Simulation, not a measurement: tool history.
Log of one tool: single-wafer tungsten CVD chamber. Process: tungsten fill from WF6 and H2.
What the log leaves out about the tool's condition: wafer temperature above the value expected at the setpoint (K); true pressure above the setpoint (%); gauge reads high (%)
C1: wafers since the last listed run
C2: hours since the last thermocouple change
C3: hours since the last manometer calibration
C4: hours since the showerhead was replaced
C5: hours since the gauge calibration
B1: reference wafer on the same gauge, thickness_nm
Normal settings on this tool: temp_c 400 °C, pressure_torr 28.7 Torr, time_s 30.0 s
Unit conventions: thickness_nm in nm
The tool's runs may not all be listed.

{"run": 1, "hour": 0.0, "temp_c": 400, "pressure_torr": 28.7, "time_s": 30.0, "C1": 0, "C2": 2042.8, "C3": 1217.1, "C4": 5155.9, "C5": 670.1, "B1": 101.198, "thickness_nm": 90.161}
{"hour": 42.9, "done": "thermocouple changed; heater temperature recalibrated"}
{"hour": 90.7, "done": "capacitance manometer re-zeroed and calibrated"}
{"run": 2, "hour": 104.2, "temp_c": 400, "pressure_torr": 28.7, "time_s": 30.0, "C1": 1430, "C2": 61.3, "C3": 13.5, "C4": 5260.1, "C5": 774.3, "B1": 101.242, "thickness_nm": 86.458}
{"run": 3, "hour": 209.4, "temp_c": 400, "pressure_torr": 28.7, "time_s": 30.0, "C1": 1706, "C2": 166.5, "C3": 118.7, "C4": 5365.3, "C5": 879.5, "B1": 101.107, "thickness_nm": 86.604}
{"run": 4, "hour": 247.9, "temp_c": 400, "pressure_torr": 28.7, "time_s": 30.0, "C1": 624, "C2": 205.0, "C3": 157.2, "C4": 5403.8, "C5": 918.0, "B1": 101.224, "thickness_nm": 86.584}
{"run": 5, "hour": 337.2, "temp_c": 400, "pressure_torr": 28.7, "time_s": 30.0, "C1": 1448, "C2": 294.3, "C3": 246.5, "C4": 5493.1, "C5": 1007.3, "B1": 101.221, "thickness_nm": 87.427}
{"run": 6, "hour": 373.8, "temp_c": 400, "pressure_torr": 28.7, "time_s": 30.0, "C1": 593, "C2": 330.9, "C3": 283.1, "C4": 5529.7, "C5": 1043.9, "B1": 101.236, "thickness_nm": 86.88}
{"run": 7, "hour": 456.0, "temp_c": 400, "pressure_torr": 28.7, "time_s": 30.0, "C1": 1333, "C2": 413.1, "C3": 365.3, "C4": 5611.9, "C5": 1126.1, "B1": 101.146, "thickness_nm": 87.429}
{"run": 8, "hour": 608.1, "temp_c": 400, "pressure_torr": 28.7, "time_s": 30.0, "C1": 2467, "C2": 565.2, "C3": 517.4, "C4": 5764.0, "C5": 1278.2, "B1": 101.153, "thickness_nm": 88.147}
{"run": 9, "hour": 715.5, "temp_c": 400, "pressure_torr": 28.7, "time_s": 30.0, "C1": 1742, "C2": 672.6, "C3": 624.8, "C4": 5871.4, "C5": 1385.6, "B1": 101.164, "thickness_nm": 88.278}
{"run": 10, "hour": 819.3, "temp_c": 400, "pressure_torr": 28.7, "time_s": 31.6, "C1": 1684, "C2": 776.4, "C3": 728.6, "C4": 5975.2, "C5": 1489.4, "B1": 101.217, "thickness_nm": 93.639}
{"run": 11, "hour": 907.5, "temp_c": 400, "pressure_torr": 28.7, "time_s": 31.6, "C1": 1430, "C2": 864.6, "C3": 816.8, "C4": 6063.4, "C5": 1577.6, "B1": 101.203, "thickness_nm": 93.587}
{"run": 12, "hour": 986.3, "temp_c": 400, "pressure_torr": 28.7, "time_s": 31.6, "C1": 1278, "C2": 943.4, "C3": 895.6, "C4": 6142.2, "C5": 1656.4, "B1": 101.216, "thickness_nm": 93.727}
{"hour": 1028.4, "done": "showerhead replaced"}
{"run": 13, "hour": 1092.9, "temp_c": 400, "pressure_torr": 28.7, "time_s": 30.0, "C1": 1599, "C2": 1050.0, "C3": 1002.2, "C4": 64.5, "C5": 1763.0, "B1": 101.216, "thickness_nm": 88.692}
{"hour": 1162.0, "done": "gauge calibrated"}
{"run": 14, "hour": 1198.6, "temp_c": 390, "pressure_torr": 28.7, "time_s": 30.0, "C1": 1714, "C2": 1155.7, "C3": 1107.9, "C4": 170.2, "C5": 36.6, "B1": 101.087, "thickness_nm": 75.536}
{"run": 15, "hour": 1255.0, "temp_c": 390, "pressure_torr": 28.7, "time_s": 30.0, "C1": 915, "C2": 1212.1, "C3": 1164.3, "C4": 226.6, "C5": 93.0, "B1": 101.189, "thickness_nm": 75.695}
{"run": 16, "hour": 1311.4, "temp_c": 390, "pressure_torr": 28.7, "time_s": 30.0, "C1": 915, "C2": 1268.5, "C3": 1220.7, "C4": 283.0, "C5": 149.4, "B1": 101.141, "thickness_nm": 75.806}
{"run": 17, "hour": 1388.0, "temp_c": 400, "pressure_torr": 28.7, "time_s": 30.0, "C1": 1242, "C2": 1345.1, "C3": 1297.3, "C4": 359.6, "C5": 226.0, "B1": 101.291, "thickness_nm": 89.334}
{"hour": 1456.2, "done": "capacitance manometer re-zeroed and calibrated"}
{"run": 18, "hour": 1473.1, "temp_c": 405, "pressure_torr": 34.0, "time_s": 30.0, "C1": 1250, "C2": 1430.2, "C3": 16.9, "C4": 444.7, "C5": 311.1, "B1": 101.192, "thickness_nm": 104.571}
{"run": 19, "hour": 1555.3, "temp_c": 388, "pressure_torr": 28.7, "time_s": 30.0, "C1": 1333, "C2": 1512.4, "C3": 99.1, "C4": 526.9, "C5": 393.3, "B1": 101.201, "thickness_nm": 73.427}
{"run": 20, "hour": 1647.6, "temp_c": 393, "pressure_torr": 34.2, "time_s": 34.4, "C1": 1497, "C2": 1604.7, "C3": 191.4, "C4": 619.2, "C5": 485.6, "B1": 101.122, "thickness_nm": 99.628}
{"run": 21, "hour": 1708.7, "temp_c": 400, "pressure_torr": 28.7, "time_s": 30.0, "C1": 991, "C2": 1665.8, "C3": 252.5, "C4": 680.3, "C5": 546.7, "B1": 101.243, "thickness_nm": 89.482}
{"hour": 1773.6, "done": "thermocouple changed; heater temperature recalibrated"}
{"run": 22, "hour": 1777.9, "temp_c": 400, "pressure_torr": 28.7, "time_s": 25.2, "C1": 992, "C2": 4.3, "C3": 321.7, "C4": 749.5, "C5": 615.9, "B1": 101.24, "thickness_nm": 73.117}
{"run": 23, "hour": 1817.5, "temp_c": 400, "pressure_torr": 28.7, "time_s": 30.0, "C1": 642, "C2": 43.9, "C3": 361.3, "C4": 789.1, "C5": 655.5, "B1": 101.23, "thickness_nm": 87.028}
{"run": 24, "hour": 1874.6, "temp_c": 400, "pressure_torr": 31.3, "time_s": 30.0, "C1": 926, "C2": 101.0, "C3": 418.4, "C4": 846.2, "C5": 712.6, "B1": 101.287, "thickness_nm": 91.116}
{"run": 25, "hour": 1968.6, "temp_c": 400, "pressure_torr": 28.7, "time_s": 30.0, "C1": 1525, "C2": 195.0, "C3": 512.4, "C4": 940.2, "C5": 806.6, "B1": 101.204, "thickness_nm": 87.569}
{"run": 26, "hour": 2023.9, "temp_c": 400, "pressure_torr": 28.7, "time_s": 28.4, "C1": 897, "C2": 250.3, "C3": 567.7, "C4": 995.5, "C5": 861.9, "B1": 101.203, "thickness_nm": 83.219}
{"run": 27, "hour": 2127.5, "temp_c": 392, "pressure_torr": 28.7, "time_s": 34.3, "C1": 1680, "C2": 353.9, "C3": 671.3, "C4": 1099.1, "C5": 965.5, "B1": 101.212, "thickness_nm": 89.257}
{"run": 28, "hour": 2186.6, "temp_c": 400, "pressure_torr": 34.1, "time_s": 26.5, "C1": 958, "C2": 413.0, "C3": 730.4, "C4": 1158.2, "C5": 1024.6, "B1": 101.19, "thickness_nm": 84.624}
{"run": 29, "hour": 2233.4, "temp_c": 400, "pressure_torr": 28.7, "time_s": 34.8, "C1": 759, "C2": 459.8, "C3": 777.2, "C4": 1205.0, "C5": 1071.4, "B1": 101.216, "thickness_nm": 102.943}
{"run": 30, "hour": 2303.1, "temp_c": 392, "pressure_torr": 28.7, "time_s": 25.3, "C1": 1130, "C2": 529.5, "C3": 846.9, "C4": 1274.7, "C5": 1141.1, "B1": 101.24, "thickness_nm": 65.643}
{"run": 31, "hour": 2390.3, "temp_c": 400, "pressure_torr": 28.7, "time_s": 30.0, "C1": 1414, "C2": 616.7, "C3": 934.1, "C4": 1361.9, "C5": 1228.3, "B1": 101.167, "thickness_nm": 88.418}
{"run": 32, "hour": 2443.5, "temp_c": 400, "pressure_torr": 28.7, "time_s": 30.0, "C1": 863, "C2": 669.9, "C3": 987.3, "C4": 1415.1, "C5": 1281.5, "B1": 101.104, "thickness_nm": 88.66}
{"run": 33, "hour": 2496.6, "temp_c": 400, "pressure_torr": 28.7, "time_s": 30.0, "C1": 861, "C2": 723.0, "C3": 1040.4, "C4": 1468.2, "C5": 1334.6, "B1": 101.165, "thickness_nm": 88.893}

The next listed run, before its measurement:
{"hour": 2589.6, "done": "gauge calibrated"}
{"run": 34, "hour": 2806.3, "temp_c": 396, "pressure_torr": 28.7, "time_s": 30.0, "C1": 5024, "C2": 1032.7, "C3": 1350.1, "C4": 1777.9, "C5": 216.7, "B1": "?", "thickness_nm": "?"}

For run 34 the tool returned B1 101.222, thickness_nm 84.081 nm.
On a tool with no hidden condition, and with the same random variation, this run would have come out at thickness_nm 80.774 nm.

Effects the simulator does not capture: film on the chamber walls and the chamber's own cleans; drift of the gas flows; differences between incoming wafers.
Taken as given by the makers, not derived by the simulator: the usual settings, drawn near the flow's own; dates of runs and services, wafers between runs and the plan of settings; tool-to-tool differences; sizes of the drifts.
